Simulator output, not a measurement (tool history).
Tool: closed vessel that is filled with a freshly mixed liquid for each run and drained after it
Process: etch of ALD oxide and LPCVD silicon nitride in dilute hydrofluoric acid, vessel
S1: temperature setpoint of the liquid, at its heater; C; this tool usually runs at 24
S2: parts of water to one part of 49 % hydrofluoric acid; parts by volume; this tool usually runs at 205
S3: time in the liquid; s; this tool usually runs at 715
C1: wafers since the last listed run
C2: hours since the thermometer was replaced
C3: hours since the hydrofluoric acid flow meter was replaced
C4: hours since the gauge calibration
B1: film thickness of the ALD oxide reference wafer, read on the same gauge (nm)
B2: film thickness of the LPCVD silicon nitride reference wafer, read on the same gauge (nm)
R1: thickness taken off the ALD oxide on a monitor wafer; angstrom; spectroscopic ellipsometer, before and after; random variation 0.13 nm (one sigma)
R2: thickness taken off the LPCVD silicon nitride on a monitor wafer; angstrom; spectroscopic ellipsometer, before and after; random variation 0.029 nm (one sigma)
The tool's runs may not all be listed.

run   hour    S1   S2    S3    C1     C2      C3      C4     B1       B2     R1     R2
  1      0    24  205   510     0   97.9    2231   755.4  89.98  120.018  236.5  13.99
  2   31.9    26  115   360  2205  129.8  2262.9   787.3  90.03  119.991    356  20.41
  3   46.6    24  205   715  1016  144.5  2277.6     802  89.98  120.008  332.3  20.49
  4   67.8    24  180   715  1465  165.7  2298.8   823.2  90.01  120.002  388.8  22.27
  5   86.4    24  205  1135  1285  184.3  2317.4   841.8  90.01  120.005  528.2  31.42
  6  109.4  28.5  305   715  1589  207.3  2340.4   864.8  90.01  120.009  237.9  17.33
  7  139.5    24  205   715  2080  237.4  2370.5   894.9  90.01  119.987  333.1  19.93
  8  158.9    24  150   580  1341  256.8  2389.9   914.3  90.04  120.011  392.7  21.92
  9  179.5    24  205   715  1423  277.4  2410.5   934.9  89.96      120  333.6  20.27
 10  260.3    24  205   715  5585  358.2  2491.3  1015.7  89.99  120.007  336.6   20.3
     272.7  -- gauge calibrated
 11  274.3    27  205   715   967  372.2  2505.3     1.6  90.02  120.006  373.2  24.08
 12  287.1    24  205   715   884    385  2518.1    14.4  89.98   120.01  335.1  20.29
     299.4  -- hydrofluoric acid flow meter replaced
 13    317  25.5  205   715  1997  414.9    17.6    44.3  89.98  120.004  319.8  20.63
 14  336.8    22  305   850  1368  434.7    37.4    64.1  89.97  120.005  203.3  13.41
 15  372.3    24  165   715  2453  470.2    72.9    99.6  89.98  119.992  394.6  22.39
 16    399    28  280   605  1845  496.9    99.6   126.3     90  119.975  200.3  14.29

Predict the results of run 17:
 17  423.8  26.5  170  530  1714  521.7  124.4  151.1   ?   ?   ?   ?

Run 17 measured B1 90.01, B2 120, R1 310.5 angstrom, R2 19.66 angstrom.
If the tool had no hidden condition, the same run with the same run-to-run variation would have returned R1 303.8 angstrom, R2 19.31 angstrom.

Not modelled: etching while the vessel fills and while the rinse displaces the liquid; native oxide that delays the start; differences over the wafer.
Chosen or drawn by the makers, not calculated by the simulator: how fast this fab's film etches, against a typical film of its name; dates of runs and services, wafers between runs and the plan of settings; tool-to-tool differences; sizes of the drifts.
